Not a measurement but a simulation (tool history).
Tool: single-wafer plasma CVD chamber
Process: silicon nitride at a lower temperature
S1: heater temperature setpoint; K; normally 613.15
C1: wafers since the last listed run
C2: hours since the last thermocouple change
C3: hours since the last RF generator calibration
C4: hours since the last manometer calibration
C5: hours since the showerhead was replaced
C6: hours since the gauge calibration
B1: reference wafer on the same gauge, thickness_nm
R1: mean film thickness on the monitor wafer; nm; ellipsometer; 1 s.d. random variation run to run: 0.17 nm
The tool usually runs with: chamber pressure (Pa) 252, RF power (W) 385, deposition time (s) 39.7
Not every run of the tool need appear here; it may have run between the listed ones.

{"run": 1, "hour": 0.0, "S1": 613.15, "chamber pressure (Pa)": 252, "RF power (W)": 385, "deposition time (s)": 39.7, "C1": 0, "C2": 854.4, "C3": 1189.0, "C4": 1657.4, "C5": 5705.6, "C6": 838.9, "B1": 62.174, "R1": 55.595}
{"run": 2, "hour": 76.1, "S1": 613.15, "chamber pressure (Pa)": 252, "RF power (W)": 385, "deposition time (s)": 39.7, "C1": 2273, "C2": 930.5, "C3": 1265.1, "C4": 1733.5, "C5": 5781.7, "C6": 915.0, "B1": 62.169, "R1": 55.477}
{"run": 3, "hour": 145.1, "S1": 613.15, "chamber pressure (Pa)": 252, "RF power (W)": 385, "deposition time (s)": 39.7, "C1": 2061, "C2": 999.5, "C3": 1334.1, "C4": 1802.5, "C5": 5850.7, "C6": 984.0, "B1": 62.228, "R1": 55.463}
{"hour": 195.8, "done": "RF generator calibrated"}
{"run": 4, "hour": 218.4, "S1": 613.15, "chamber pressure (Pa)": 252, "RF power (W)": 385, "deposition time (s)": 39.7, "C1": 1950, "C2": 1072.8, "C3": 22.6, "C4": 1875.8, "C5": 5924.0, "C6": 1057.3, "B1": 62.236, "R1": 56.384}
{"run": 5, "hour": 305.3, "S1": 613.15, "chamber pressure (Pa)": 252, "RF power (W)": 385, "deposition time (s)": 39.7, "C1": 2595, "C2": 1159.7, "C3": 109.5, "C4": 1962.7, "C5": 6010.9, "C6": 1144.2, "B1": 62.194, "R1": 56.264}
{"run": 6, "hour": 383.6, "S1": 613.15, "chamber pressure (Pa)": 252, "RF power (W)": 385, "deposition time (s)": 39.7, "C1": 2338, "C2": 1238.0, "C3": 187.8, "C4": 2041.0, "C5": 6089.2, "C6": 1222.5, "B1": 62.227, "R1": 56.386}
{"hour": 472.6, "done": "capacitance manometer re-zeroed and calibrated"}
{"run": 7, "hour": 489.2, "S1": 613.15, "chamber pressure (Pa)": 252, "RF power (W)": 385, "deposition time (s)": 39.7, "C1": 2915, "C2": 1343.6, "C3": 293.4, "C4": 16.6, "C5": 6194.8, "C6": 1328.1, "B1": 62.175, "R1": 56.579}
{"run": 8, "hour": 583.9, "S1": 613.15, "chamber pressure (Pa)": 252, "RF power (W)": 385, "deposition time (s)": 39.7, "C1": 2828, "C2": 1438.3, "C3": 388.1, "C4": 111.3, "C5": 6289.5, "C6": 1422.8, "B1": 62.135, "R1": 56.599}
{"run": 9, "hour": 672.5, "S1": 613.15, "chamber pressure (Pa)": 252, "RF power (W)": 385, "deposition time (s)": 39.7, "C1": 2646, "C2": 1526.9, "C3": 476.7, "C4": 199.9, "C5": 6378.1, "C6": 1511.4, "B1": 62.251, "R1": 56.383}
{"run": 10, "hour": 866.4, "S1": 613.15, "chamber pressure (Pa)": 252, "RF power (W)": 385, "deposition time (s)": 39.7, "C1": 5791, "C2": 1720.8, "C3": 670.6, "C4": 393.8, "C5": 6572.0, "C6": 1705.3, "B1": 62.191, "R1": 56.106}
{"run": 11, "hour": 908.6, "S1": 604.15, "chamber pressure (Pa)": 252, "RF power (W)": 385, "deposition time (s)": 35.4, "C1": 1260, "C2": 1763.0, "C3": 712.8, "C4": 436.0, "C5": 6614.2, "C6": 1747.5, "B1": 62.131, "R1": 50.154}
{"run": 12, "hour": 1005.0, "S1": 620.15, "chamber pressure (Pa)": 252, "RF power (W)": 385, "deposition time (s)": 39.7, "C1": 2879, "C2": 1859.4, "C3": 809.2, "C4": 532.4, "C5": 6710.6, "C6": 1843.9, "B1": 62.172, "R1": 56.093}
{"run": 13, "hour": 1060.2, "S1": 620.15, "chamber pressure (Pa)": 252, "RF power (W)": 325, "deposition time (s)": 36.5, "C1": 1648, "C2": 1914.6, "C3": 864.4, "C4": 587.6, "C5": 6765.8, "C6": 1899.1, "B1": 62.209, "R1": 44.849}
{"hour": 1102.4, "done": "gauge calibrated"}
{"run": 14, "hour": 1147.3, "S1": 613.15, "chamber pressure (Pa)": 252, "RF power (W)": 385, "deposition time (s)": 39.7, "C1": 2601, "C2": 2001.7, "C3": 951.5, "C4": 674.7, "C5": 6852.9, "C6": 44.9, "B1": 62.178, "R1": 56.099}
{"run": 15, "hour": 1206.8, "S1": 613.15, "chamber pressure (Pa)": 252, "RF power (W)": 385, "deposition time (s)": 39.7, "C1": 1777, "C2": 2061.2, "C3": 1011.0, "C4": 734.2, "C5": 6912.4, "C6": 104.4, "B1": 62.18, "R1": 55.974}

Predict the results of run 16:
{"run": 16, "hour": 1255.9, "S1": 603.15, "chamber pressure (Pa)": 252, "RF power (W)": 365, "deposition time (s)": 39.7, "C1": 1466, "C2": 2110.3, "C3": 1060.1, "C4": 783.3, "C5": 6961.5, "C6": 153.5, "B1": "?", "R1": "?"}

Run 16 produced B1 62.138, R1 53.735 nm.
On a tool with no hidden condition, and with the same random variation, this run would have come out at R1 54.816 nm.
